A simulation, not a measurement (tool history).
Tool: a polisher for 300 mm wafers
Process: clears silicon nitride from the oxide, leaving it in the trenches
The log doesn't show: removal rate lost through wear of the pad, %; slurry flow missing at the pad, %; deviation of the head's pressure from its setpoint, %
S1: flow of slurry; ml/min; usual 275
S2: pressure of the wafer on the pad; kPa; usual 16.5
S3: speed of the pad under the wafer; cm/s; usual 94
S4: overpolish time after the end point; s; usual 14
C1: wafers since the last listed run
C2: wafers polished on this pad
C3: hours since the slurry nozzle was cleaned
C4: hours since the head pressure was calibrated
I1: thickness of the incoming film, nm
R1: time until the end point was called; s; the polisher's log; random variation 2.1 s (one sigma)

run	hour	S1	S2	S3	S4	C1	C2	C3	C4	I1	R1
1	0.0	275	16.5	94	14	0	750	195.5	39.5	110.0	141.5
2	12.3	275	16.5	94	14	62	812	207.8	51.8	109.5	142.1
3	25.9	275	16.5	94	14	69	882	221.4	65.4	109.6	147.9
4	54.2	275	16.5	94	14	144	1026	249.7	93.7	109.9	139.9
5	88.9	275	16.5	94	14	177	1204	284.4	128.4	109.0	141.2
6	121.4	275	16.5	94	14	165	1370	316.9	160.9	110.4	145.7
# hour 146.0: worn pad replaced by a new one
7	148.0	275	16.5	94	14	115	10	343.5	187.5	111.5	150.8
8	182.4	275	16.5	94	14	175	185	377.9	221.9	111.3	147.6
9	198.9	275	16.5	94	14	84	270	394.4	238.4	110.2	148.2
10	227.0	275	16.5	94	14	143	413	422.5	266.5	109.2	141.7
11	242.9	275	16.5	94	14	81	494	438.4	282.4	111.8	151.4
12	274.3	275	16.5	94	14	160	655	469.8	313.8	109.8	150.9
13	303.4	275	16.5	94	14	148	803	498.9	342.9	109.7	148.6
14	338.1	275	16.5	94	14	177	980	533.6	377.6	112.2	154.0
15	357.7	275	16.5	94	14	100	1080	553.2	397.2	110.7	152.4
16	389.4	275	16.5	94	14	161	1242	584.9	428.9	109.5	148.4
# hour 420.6: worn pad replaced by a new one
17	421.2	275	16.5	94	14	141	2	616.7	460.7	109.5	154.0
# hour 440.5: slurry nozzle cleaned
18	442.3	275	13.8	94	14	102	105	1.8	481.8	110.1	187.2
19	457.8	275	16.5	94	14	79	184	17.3	497.3	110.2	153.5
20	493.0	275	16.5	94	14	179	364	52.5	532.5	109.3	157.3
21	508.7	275	16.5	94	14	80	444	68.2	548.2	108.8	154.2
22	537.3	275	16.5	94	14	146	590	96.8	576.8	109.1	152.9
23	560.0	275	16.5	118	14	115	706	119.5	599.5	109.5	127.4
24	579.2	275	16.5	94	14	98	804	138.7	618.7	109.1	157.8
25	614.9	275	13.1	84	16	182	986	174.4	654.4	109.8	225.3
26	628.3	275	16.5	66	14	68	1055	187.8	667.8	109.5	222.3
27	645.7	360	11.7	82	21	88	1144	205.2	685.2	111.7	251.3
# hour 659.2: head pressure recalibrated
28	675.1	355	16.5	94	10	139	1284	234.6	15.9	109.1	139.6
# hour 700.5: worn pad replaced by a new one
29	710.7	275	20.0	94	19	161	52	270.2	51.5	109.7	120.9
30	740.0	235	20.7	80	19	149	201	299.5	80.8	109.0	129.1
31	769.1	275	16.5	120	14	148	350	328.6	109.9	110.7	116.4
32	797.9	275	16.5	94	14	147	497	357.4	138.7	108.7	143.3
33	814.1	230	16.5	126	21	82	580	373.6	154.9	110.2	110.7
34	833.4	275	17.9	112	14	98	678	392.9	174.2	109.2	117.3
35	861.7	275	12.4	94	14	144	823	421.2	202.5	110.2	189.3
36	882.2	275	16.5	94	14	104	927	441.7	223.0	111.2	151.8
37	913.2	275	16.5	94	14	158	1086	472.7	254.0	109.8	149.7
38	934.8	225	13.8	76	9	110	1196	494.3	275.6	110.2	218.5

What the log doesn't show, run by run:
removal rate lost through wear of the pad, %: 0 in every run
slurry flow missing at the pad, %: 0 in every run
H1: deviation of the head's pressure from its setpoint, %
run	H1
1	-0.7
2	-0.901
3	-1.12
4	-1.59
5	-2.15
6	-2.69
7	-3.12
8	-3.68
9	-3.95
10	-4.41
11	-4.67
12	-5.19
13	-5.66
14	-6.23
15	-6.55
16	-7.07
17	-7.59
18	-7.93
19	-8.19
20	-8.76
21	-9.02
22	-9.49
23	-9.86
24	-10.2
25	-10.8
26	-11
27	-11.3
28	-0.165
29	-0.747
30	-1.23
31	-1.7
32	-2.17
33	-2.44
34	-2.75
35	-3.22
36	-3.55
37	-4.06
38	-4.41

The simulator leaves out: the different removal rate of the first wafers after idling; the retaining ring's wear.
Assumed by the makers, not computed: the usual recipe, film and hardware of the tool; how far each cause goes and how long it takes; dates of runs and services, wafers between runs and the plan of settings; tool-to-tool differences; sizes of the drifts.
